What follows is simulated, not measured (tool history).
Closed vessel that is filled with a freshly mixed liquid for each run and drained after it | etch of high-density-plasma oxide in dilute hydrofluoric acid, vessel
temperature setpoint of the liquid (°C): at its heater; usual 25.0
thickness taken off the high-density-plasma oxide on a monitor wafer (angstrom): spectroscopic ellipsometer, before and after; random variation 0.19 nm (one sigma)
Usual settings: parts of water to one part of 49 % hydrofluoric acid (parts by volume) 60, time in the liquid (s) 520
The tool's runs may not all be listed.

| run | day | temperature setpoint of the liquid (°C) | parts of water to one part of 49 % hydrofluoric acid (parts by volume) | time in the liquid (s) | read-back film thickness of the high-density-plasma oxide reference wafer, read on the same gauge (nm) | thickness taken off the high-density-plasma oxide on a monitor wafer (angstrom) |
|---|---|---|---|---|---|---|
| 1 | 0.000 | 25.0 | 60 | 725 | 150.00 | 603.1 |
| 2 | 0.688 | 25.0 | 60 | 725 | 150.06 | 603.2 |
| 3 | 1.342 | 25.0 | 60 | 520 | 149.98 | 428.1 |
| 4 | 2.842 | 25.0 | 60 | 520 | 149.98 | 430.7 |
| 5 | 3.325 | 25.0 | 60 | 520 | 150.04 | 432.4 |
| 6 | 4.021 | 25.0 | 60 | 520 | 150.01 | 477.7 |
| 7 | 4.446 | 25.0 | 60 | 520 | 150.00 | 481.6 |
| 8 | 4.908 | 25.0 | 60 | 520 | 150.02 | 479.0 |
| 9 | 5.275 | 25.0 | 60 | 520 | 150.00 | 482.0 |
| 10 | 5.562 | 25.0 | 60 | 520 | 150.04 | 482.6 |
| 11 | 6.083 | 23.0 | 70 | 735 | 149.96 | 530.1 |
| 12 | 6.425 | 25.0 | 60 | 520 | 150.05 | 478.1 |
| 13 | 6.954 | 27.0 | 60 | 250 | 150.02 | 249.2 |
| 14 | 7.242 | 29.5 | 50 | 805 | 149.97 | 1078.9 |
| 15 | 9.008 | 23.0 | 45 | 620 | 149.96 | 719.3 |
| 16 | 9.758 | 25.0 | 60 | 520 | 150.00 | 479.2 |
| 17 | 11.454 | 25.0 | 60 | 520 | 150.02 | 477.2 |
| 18 | 11.946 | 25.0 | 60 | 520 | 150.02 | 479.6 |
| 19 | 12.233 | 21.5 | 60 | 520 | 150.01 | 411.9 |
| 20 | 12.675 | 21.0 | 60 | 225 | 150.00 | 175.3 |
| 21 | 13.171 | 25.0 | 60 | 725 | 149.98 | 668.7 |
| 22 | 13.542 | 21.0 | 60 | 225 | 149.97 | 174.1 |
| 23 | 14.000 | 25.0 | 60 | 295 | 150.03 | 268.7 |
| 24 | 14.608 | 22.5 | 60 | 780 | 149.98 | 642.7 |
| 25 | 15.017 | 25.0 | 35 | 760 | 149.99 | 1235.1 |
| 26 | 15.279 | 23.5 | 60 | 785 | 150.01 | 677.2 |
| 27 | 15.725 | 29.0 | 40 | 520 | 150.00 | 867.4 |
| 28 | 16.079 | 25.0 | 60 | 520 | 150.01 | 473.3 |
| 29 | 16.629 | 29.5 | 75 | 385 | 149.95 | 330.3 |
| 30 | 16.904 | 23.0 | 50 | 225 | 150.01 | 229.9 |
| 31 | 17.508 | 25.0 | 60 | 520 | 150.04 | 471.4 |
| 32 | 17.771 | 25.0 | 60 | 345 | 149.97 | 315.1 |
| 33 | 18.296 | 29.0 | 60 | 520 | 149.98 | 556.7 |

Taken out of this log: 4 entries between the listed runs. Where each belongs, and how the hidden state differs across it:
Between runs 3 and 4: gauge calibrated (day 2.729)
  liquid colder than its thermometer reads (K): 2.7 -> 2.73
  measured less the result without the state, thickness taken off the high-density-plasma oxide on a monitor wafer (angstrom): -50.0 -> -50.9
Between runs 5 and 6: thermometer replaced (day 3.604)
  liquid colder than its thermometer reads (K): 2.74 -> 0.0697
  measured less the result without the state, thickness taken off the high-density-plasma oxide on a monitor wafer (angstrom): -51.4 -> -1.4
Between runs 16 and 17: hydrofluoric acid flow meter replaced (day 10.046)
  liquid colder than its thermometer reads (K): 0.186 -> 0.221
  measured less the result without the state, thickness taken off the high-density-plasma oxide on a monitor wafer (angstrom): -3.7 -> -4.3
Between runs 30 and 31: gauge calibrated (day 17.479)
  liquid colder than its thermometer reads (K): 0.332 -> 0.344
  measured less the result without the state, thickness taken off the high-density-plasma oxide on a monitor wafer (angstrom): -3.2 -> -6.5
